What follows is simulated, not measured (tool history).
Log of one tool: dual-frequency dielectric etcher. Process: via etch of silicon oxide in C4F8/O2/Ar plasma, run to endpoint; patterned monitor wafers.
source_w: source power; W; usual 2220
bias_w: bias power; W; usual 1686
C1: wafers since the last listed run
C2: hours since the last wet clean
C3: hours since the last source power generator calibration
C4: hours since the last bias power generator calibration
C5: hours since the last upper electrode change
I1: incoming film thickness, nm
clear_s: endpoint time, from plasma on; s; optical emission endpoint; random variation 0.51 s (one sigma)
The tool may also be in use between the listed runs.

{"run": 1, "day": 0.0, "source_w": 2220, "bias_w": 1686, "C1": 0, "C2": 487.2, "C3": 3680.0, "C4": 4352.8, "C5": 5035.4, "I1": 880.3, "clear_s": 167.2}
{"run": 2, "day": 0.733, "source_w": 2220, "bias_w": 1686, "C1": 133, "C2": 504.8, "C3": 3697.6, "C4": 4370.4, "C5": 5053.0, "I1": 886.9, "clear_s": 168.8}
{"run": 3, "day": 1.296, "source_w": 2220, "bias_w": 1686, "C1": 102, "C2": 518.3, "C3": 3711.1, "C4": 4383.9, "C5": 5066.5, "I1": 877.0, "clear_s": 165.9}
{"run": 4, "day": 1.767, "source_w": 2220, "bias_w": 1686, "C1": 85, "C2": 529.6, "C3": 3722.4, "C4": 4395.2, "C5": 5077.8, "I1": 877.5, "clear_s": 166.5}
{"run": 5, "day": 2.262, "source_w": 2220, "bias_w": 1686, "C1": 90, "C2": 541.5, "C3": 3734.3, "C4": 4407.1, "C5": 5089.7, "I1": 878.6, "clear_s": 166.8}
{"run": 6, "day": 2.817, "source_w": 2220, "bias_w": 1891, "C1": 100, "C2": 554.8, "C3": 3747.6, "C4": 4420.4, "C5": 5103.0, "I1": 883.2, "clear_s": 163.0}
{"run": 7, "day": 3.483, "source_w": 2220, "bias_w": 1891, "C1": 121, "C2": 570.8, "C3": 3763.6, "C4": 4436.4, "C5": 5119.0, "I1": 887.3, "clear_s": 163.7}
{"day": 3.992, "done": "bias power generator calibrated"}
{"day": 5.112, "done": "wet clean of the chamber"}
{"run": 8, "day": 5.133, "source_w": 2220, "bias_w": 1686, "C1": 87, "C2": 0.5, "C3": 3803.2, "C4": 27.4, "C5": 5158.6, "I1": 887.0, "clear_s": 172.7}
{"run": 9, "day": 5.146, "source_w": 2220, "bias_w": 1686, "C1": 2, "C2": 0.8, "C3": 3803.5, "C4": 27.7, "C5": 5158.9, "I1": 884.3, "clear_s": 172.9}
{"run": 10, "day": 5.517, "source_w": 2220, "bias_w": 1686, "C1": 67, "C2": 9.7, "C3": 3812.4, "C4": 36.6, "C5": 5167.8, "I1": 883.6, "clear_s": 172.0}
{"day": 7.308, "done": "upper electrode replaced"}
{"run": 11, "day": 7.504, "source_w": 1780, "bias_w": 1900, "C1": 179, "C2": 57.4, "C3": 3860.1, "C4": 84.3, "C5": 4.7, "I1": 881.9, "clear_s": 183.7}
{"run": 12, "day": 8.0, "source_w": 2220, "bias_w": 1686, "C1": 90, "C2": 69.3, "C3": 3872.0, "C4": 96.2, "C5": 16.6, "I1": 876.5, "clear_s": 170.2}
{"run": 13, "day": 8.479, "source_w": 2710, "bias_w": 1686, "C1": 87, "C2": 80.8, "C3": 3883.5, "C4": 107.7, "C5": 28.1, "I1": 879.9, "clear_s": 155.3}
{"run": 14, "day": 9.204, "source_w": 1970, "bias_w": 1961, "C1": 131, "C2": 98.2, "C3": 3900.9, "C4": 125.1, "C5": 45.5, "I1": 884.8, "clear_s": 173.9}
{"run": 15, "day": 9.867, "source_w": 2220, "bias_w": 1686, "C1": 120, "C2": 114.1, "C3": 3916.8, "C4": 141.0, "C5": 61.4, "I1": 883.6, "clear_s": 171.6}
{"day": 10.233, "done": "source power generator calibrated"}
{"run": 16, "day": 10.296, "source_w": 2440, "bias_w": 1456, "C1": 47, "C2": 124.4, "C3": 1.5, "C4": 151.3, "C5": 71.7, "I1": 874.0, "clear_s": 167.3}
{"run": 17, "day": 10.954, "source_w": 2220, "bias_w": 2003, "C1": 119, "C2": 140.2, "C3": 17.3, "C4": 167.1, "C5": 87.5, "I1": 879.7, "clear_s": 162.6}
{"run": 18, "day": 11.546, "source_w": 2440, "bias_w": 1515, "C1": 107, "C2": 154.4, "C3": 31.5, "C4": 181.3, "C5": 101.7, "I1": 877.6, "clear_s": 165.9}
{"run": 19, "day": 12.05, "source_w": 2220, "bias_w": 1686, "C1": 91, "C2": 166.5, "C3": 43.6, "C4": 193.4, "C5": 113.8, "I1": 878.7, "clear_s": 169.3}
{"run": 20, "day": 12.421, "source_w": 2220, "bias_w": 1686, "C1": 67, "C2": 175.4, "C3": 52.5, "C4": 202.3, "C5": 122.7, "I1": 874.8, "clear_s": 169.1}
{"run": 21, "day": 12.796, "source_w": 1880, "bias_w": 1508, "C1": 68, "C2": 184.4, "C3": 61.5, "C4": 211.3, "C5": 131.7, "I1": 872.7, "clear_s": 186.9}

Forecast each of these 3 alternatives for the next run:
{"run": "A", "day": 12.817, "source_w": 2220, "bias_w": 1686, "C1": 3, "C2": 184.9, "C3": 62.0, "C4": 211.8, "C5": 132.2, "I1": 872.7, "clear_s": "?"}
{"run": "B", "day": 12.817, "source_w": 2660, "bias_w": 2046, "C1": 3, "C2": 184.9, "C3": 62.0, "C4": 211.8, "C5": 132.2, "I1": 872.7, "clear_s": "?"}
{"run": "C", "day": 12.817, "source_w": 2400, "bias_w": 2027, "C1": 3, "C2": 184.9, "C3": 62.0, "C4": 211.8, "C5": 132.2, "I1": 872.7, "clear_s": "?"}

run=A clear_s=168.9
run=B clear_s=148.6
run=C clear_s=155.9
Without the tool's hidden state the same runs would have given:
run=A clear_s=170.3
run=B clear_s=149.8
run=C clear_s=157.2
